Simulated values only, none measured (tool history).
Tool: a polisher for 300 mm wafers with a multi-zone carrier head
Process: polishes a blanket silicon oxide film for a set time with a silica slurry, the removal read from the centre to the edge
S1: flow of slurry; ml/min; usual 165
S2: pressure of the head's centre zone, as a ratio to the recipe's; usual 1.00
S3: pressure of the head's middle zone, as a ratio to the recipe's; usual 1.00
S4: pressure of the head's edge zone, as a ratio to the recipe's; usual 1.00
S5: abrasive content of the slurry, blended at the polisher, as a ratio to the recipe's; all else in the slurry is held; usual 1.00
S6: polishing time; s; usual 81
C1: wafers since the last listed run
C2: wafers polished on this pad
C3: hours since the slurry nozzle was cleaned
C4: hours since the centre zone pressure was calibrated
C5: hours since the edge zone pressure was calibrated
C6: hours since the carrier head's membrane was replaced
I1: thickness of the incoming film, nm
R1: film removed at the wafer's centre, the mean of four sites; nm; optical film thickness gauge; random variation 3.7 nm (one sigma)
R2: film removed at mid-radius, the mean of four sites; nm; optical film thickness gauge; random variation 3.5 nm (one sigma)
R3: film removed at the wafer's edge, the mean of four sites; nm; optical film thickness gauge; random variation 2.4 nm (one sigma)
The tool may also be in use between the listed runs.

run     day   S1    S2    S3    S4    S5   S6    C1    C2     C3      C4      C5     C6      I1     R1     R2     R3
  1   0.000  165  1.00  1.00  1.00  1.00   81     0   804   59.4   459.8   202.0  503.1  1312.1  351.0  356.3  364.1
  2   2.154  165  1.00  1.00  1.00  1.00  103   407  1211  111.1   511.5   253.7  554.8  1315.2  446.3  438.8  454.1
  3   4.275  165  1.00  1.00  1.00  1.00   81   400  1612  162.0   562.4   304.6  605.7  1309.4  349.9  344.3  358.9
      8.696  -- worn pad replaced by a new one
  4   8.717  165  1.00  1.00  1.00  1.00   81   807     4  268.6   669.0   411.2  712.3  1314.8  367.0  371.5  383.2
      9.546  -- slurry nozzle cleaned
  5  11.100  165  1.00  1.00  1.00  1.00   81   442   446   37.3   726.2   468.4  769.5  1311.0  359.7  361.7  365.5
     13.229  -- carrier head's membrane replaced by a new one
  6  15.004  125  1.00  1.00  1.00  1.00   81   698  1145  131.0   819.9   562.1   42.6  1302.9  320.5  322.5  345.5
  7  16.621  165  1.00  1.00  1.00  0.75   81   305  1450  169.8   858.7   600.9   81.4  1334.9  325.2  322.4  332.7
  8  19.354  165  1.00  1.00  1.00  0.75   81   516  1967  235.4   924.3   666.5  147.0  1319.1  318.9  316.5  334.2
     22.450  -- slurry nozzle cleaned
     22.688  -- worn pad replaced by a new one
  9  22.708  165  1.00  1.00  1.00  1.00   81   594     3    6.2  1004.8   747.0  227.5  1313.1  330.5  323.1  343.1
 10  26.296  165  1.00  0.92  1.00  1.00   81   677   681   92.3  1090.9   833.1  313.6  1300.5  313.7  300.1  322.6
 11  28.188  165  1.00  1.00  0.97  1.10   81   357  1039  137.7  1136.3   878.5  359.0  1326.7  317.9  316.7  320.2
 12  31.179  125  1.00  1.00  1.00  1.00   81   565  1604  209.5  1208.1   950.3  430.8  1296.7  286.2  285.0  303.0
     34.012  -- worn pad replaced by a new one, repeated, since the last time left the tool worse
 13  35.196  165  1.00  1.00  1.00  1.00   81   727   223  305.9  1304.5  1046.7  527.2  1291.6  363.9  356.4  371.3
     35.692  -- slurry nozzle cleaned
     37.396  -- centre zone pressure recalibrated
 14  39.538  165  1.00  1.00  1.00  1.00   81   796  1020   92.3    51.4  1150.9  631.4  1311.7  347.9  342.3  360.5
     40.017  -- edge zone pressure recalibrated
 15  43.842  185  0.88  0.96  1.00  1.20   81   797  1817  195.6   154.7    91.8  734.7  1319.2  326.2  362.6  382.1
     45.121  -- carrier head's membrane replaced by a new one
     46.288  -- slurry nozzle cleaned
 16  47.117  165  0.95  1.05  1.00  1.00   58   571  2389   19.9   233.3   170.4   47.9  1310.6  235.0  245.8  251.0
     47.442  -- worn pad replaced by a new one
 17  51.242  165  1.09  1.00  1.00  0.70   54   748   718  118.9   332.3   269.4  146.9  1324.3  237.0  213.9  217.7
     57.583  -- slurry nozzle cleaned
     61.088  -- worn pad replaced by a new one
 18  61.117  165  0.94  1.00  0.88  0.80   62  1826     5   84.8   569.3   506.4  383.9  1317.4  251.3  263.2  258.4

What the log doesn't show, run by run:
slurry flow missing at the pad, %: 0 in every run
deviation of the centre zone's pressure from its setpoint, %: 0 in every run
deviation of the edge zone's pressure from its setpoint, %: 0 in every run
H1: removal rate lost through wear of the pad, %
run    H1
  1  5.45
  2  6.53
  3  7.16
  4  0.26
  5  3.58
  6  6.15
  7  6.67
  8   7.2
  9  11.2
 10  15.6
 11  16.7
 12  17.8
 13  2.87
 14  6.57
 15  7.83
 16   8.2
 17  4.98
 18  1.02

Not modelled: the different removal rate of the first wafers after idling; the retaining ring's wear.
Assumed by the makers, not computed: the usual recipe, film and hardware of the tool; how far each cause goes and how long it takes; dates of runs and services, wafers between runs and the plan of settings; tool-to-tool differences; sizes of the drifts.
